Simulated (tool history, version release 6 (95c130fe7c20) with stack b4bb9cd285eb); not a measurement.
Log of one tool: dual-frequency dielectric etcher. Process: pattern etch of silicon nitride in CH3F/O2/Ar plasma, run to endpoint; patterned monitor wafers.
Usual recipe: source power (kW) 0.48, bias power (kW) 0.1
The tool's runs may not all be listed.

run,hour,source power (kW),bias power (kW),wafers since the last listed run,hours since the last wet clean,hours since the last source power generator calibration,hours since the last bias power generator calibration,hours since the last upper electrode change,"incoming incoming film thickness, nm",endpoint time (s)
1,0,0.52,0.1,0,303.2,3469.2,1737.7,6457.1,44.54,52.3
2,10.1,0.52,0.1,112,313.3,3479.3,1747.8,6467.2,44.87,52.7
3,22.1,0.52,0.1,133,325.3,3491.3,1759.8,6479.2,45.08,52.1
4,34.1,0.48,0.1,133,337.3,3503.3,1771.8,6491.2,44.6,53.7
5,44.7,0.45,0.1,118,347.9,3513.9,1782.4,6501.8,44.61,55.2
6,53.5,0.45,0.1,97,356.7,3522.7,1791.2,6510.6,45.02,56.1
7,69.2,0.48,0.1,174,372.4,3538.4,1806.9,6526.3,45.49,55.1
8,87,0.48,0.1,198,390.2,3556.2,1824.7,6544.1,44.61,54.3
9,99.8,0.48,0.1,142,403,3569,1837.5,6556.9,45.06,54.7
10,108.1,0.48,0.1,92,411.3,3577.3,1845.8,6565.2,44.63,54
11,121.1,0.48,0.1,144,424.3,3590.3,1858.8,6578.2,44.77,54.4
# hour 133.2: source power generator calibrated
12,133.7,0.56,0.092,95,436.9,0.5,1871.4,6590.8,44.53,52.8
# hour 158.2: wet clean of the chamber
13,158.7,0.56,0.092,11,0.5,25.5,1896.4,6615.8,45.12,50.6
14,161.1,0.48,0.082,26,2.9,27.9,1898.8,6618.2,44.78,54.6
15,177.3,0.48,0.1,180,19.1,44.1,1915,6634.4,44.41,51
16,187.5,0.57,0.113,113,29.3,54.3,1925.2,6644.6,45.18,47.2
17,203.8,0.48,0.1,181,45.6,70.6,1941.5,6660.9,44.33,50.8
18,217.3,0.52,0.083,150,59.1,84.1,1955,6674.4,44.68,53
# hour 250: upper electrode replaced
# hour 252.3: bias power generator calibrated
19,252.8,0.37,0.087,101,94.6,119.6,0.5,2.8,44.97,60
20,253.2,0.52,0.108,4,95,120,0.9,3.2,44.78,49.2
21,253.5,0.38,0.085,3,95.3,120.3,1.2,3.5,44.88,60
22,257.1,0.58,0.112,40,98.9,123.9,4.8,7.1,45.04,46.9
23,263.7,0.48,0.1,73,105.5,130.5,11.4,13.7,44.87,52.3
24,280.8,0.4,0.116,190,122.6,147.6,28.5,30.8,44.62,54
25,296.7,0.4,0.087,177,138.5,163.5,44.4,46.7,44.25,58.2
26,311.4,0.59,0.124,163,153.2,178.2,59.1,61.4,44.71,46
27,323.2,0.48,0.1,131,165,190,70.9,73.2,44.72,52.8
28,332.7,0.44,0.088,105,174.5,199.5,80.4,82.7,44.85,56.8
29,344.4,0.51,0.107,130,186.2,211.2,92.1,94.4,44.41,50.9

Each row is a separate what-if for the run after 29, all from the same tool condition, not one after another. Results?
A,344.8,0.48,0.111,4,186.6,211.6,92.5,94.8,44.73,?
B,344.8,0.41,0.091,4,186.6,211.6,92.5,94.8,44.73,?
C,344.8,0.57,0.11,4,186.6,211.6,92.5,94.8,44.73,?
D,344.8,0.44,0.125,4,186.6,211.6,92.5,94.8,44.73,?
E,344.8,0.52,0.084,4,186.6,211.6,92.5,94.8,44.73,?

run,endpoint time (s)
A,51.6
B,57.9
C,48.5
D,51.5
E,54.1
What these runs would have given with no unlogged condition in the tool:
run,endpoint time (s)
A,50.8
B,57
C,47.7
D,50.7
E,53.2

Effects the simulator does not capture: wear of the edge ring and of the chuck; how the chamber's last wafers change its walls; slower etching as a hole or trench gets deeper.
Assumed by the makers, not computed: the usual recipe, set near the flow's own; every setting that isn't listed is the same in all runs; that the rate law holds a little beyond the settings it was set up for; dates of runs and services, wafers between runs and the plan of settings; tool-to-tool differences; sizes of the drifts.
